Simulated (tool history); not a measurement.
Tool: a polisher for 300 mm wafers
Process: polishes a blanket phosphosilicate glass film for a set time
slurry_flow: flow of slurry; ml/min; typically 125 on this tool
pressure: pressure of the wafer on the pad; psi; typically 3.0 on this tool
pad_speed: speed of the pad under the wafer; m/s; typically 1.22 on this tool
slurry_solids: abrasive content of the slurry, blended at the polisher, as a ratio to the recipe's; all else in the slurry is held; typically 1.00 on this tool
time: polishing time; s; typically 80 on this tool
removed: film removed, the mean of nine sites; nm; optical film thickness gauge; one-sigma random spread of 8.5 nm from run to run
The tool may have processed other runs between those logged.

run	hour	slurry_flow	pressure	pad_speed	slurry_solids	time	incoming thickness of the incoming film, nm	removed
1	0.0	125	3.0	1.22	1.00	80	4282.6	780.6
# hour 6.9: worn pad replaced by a new one
2	19.1	155	3.0	1.22	1.00	80	4354.2	804.8
# hour 22.1: head pressure recalibrated
3	37.2	125	3.0	1.22	1.00	68	4342.0	645.7
4	63.9	125	3.0	1.22	1.00	68	4362.7	648.0
# hour 80.6: slurry blender recalibrated
5	88.0	125	3.0	1.22	1.00	80	4351.2	808.9
6	110.8	125	3.0	1.22	1.00	80	4400.6	819.1
7	125.0	125	3.0	1.22	1.10	80	4332.5	852.4
# hour 197.2: worn pad replaced by a new one
8	216.6	125	3.0	1.22	1.00	74	4356.3	734.7
9	249.1	125	3.0	1.22	1.00	80	4424.6	780.8
10	263.0	125	3.0	1.22	1.00	74	4376.7	744.6
11	278.4	105	3.8	0.92	0.90	80	4387.5	719.2
12	313.4	125	3.8	1.22	1.00	89	4386.9	1115.3
# hour 336.1: conditioning disc replaced and pad reconditioned
13	345.4	125	3.0	1.22	1.00	80	4386.2	760.7
# hour 363.9: worn pad replaced by a new one
14	364.4	125	3.0	1.22	1.00	80	4344.3	781.5
# hour 374.4: slurry nozzle cleaned
15	390.2	125	3.4	1.22	0.80	62	4464.6	574.1
16	407.2	125	2.5	1.22	1.20	80	4301.6	698.7
17	427.1	125	3.0	1.22	1.00	80	4334.6	760.8
18	446.6	165	3.0	1.22	1.00	97	4436.1	960.9
19	465.1	125	3.0	1.22	1.00	80	4322.9	724.2
# hour 491.0: slurry blender recalibrated
20	494.9	110	2.7	1.22	1.00	89	4365.1	800.4
21	515.0	125	3.0	0.92	1.00	80	4308.7	660.3
# hour 538.6: worn pad replaced by a new one
22	539.1	125	3.0	1.22	1.00	105	4419.7	1072.3
23	579.9	125	3.3	1.46	1.10	55	4412.4	735.2
24	592.9	95	3.0	1.44	0.85	80	4408.2	770.2
25	609.7	125	3.0	1.22	1.00	59	4311.4	584.5
26	644.8	125	3.0	1.00	1.00	53	4329.0	458.9

Below are 4 alternative next runs, each starting from the tool's condition after run 26. Predict each:
A	645.3	110	3.0	1.22	1.00	80	4268.9	?
B	645.3	125	2.3	0.90	1.00	58	4268.9	?
C	645.3	165	3.0	1.38	1.00	91	4268.9	?
D	645.3	85	3.0	1.22	1.00	80	4268.9	?

run	removed
A	773.5
B	350.8
C	1056.1
D	716.3
With no hidden state in the tool, these same runs would have given:
run	removed
A	787.5
B	357.2
C	1075.2
D	729.3
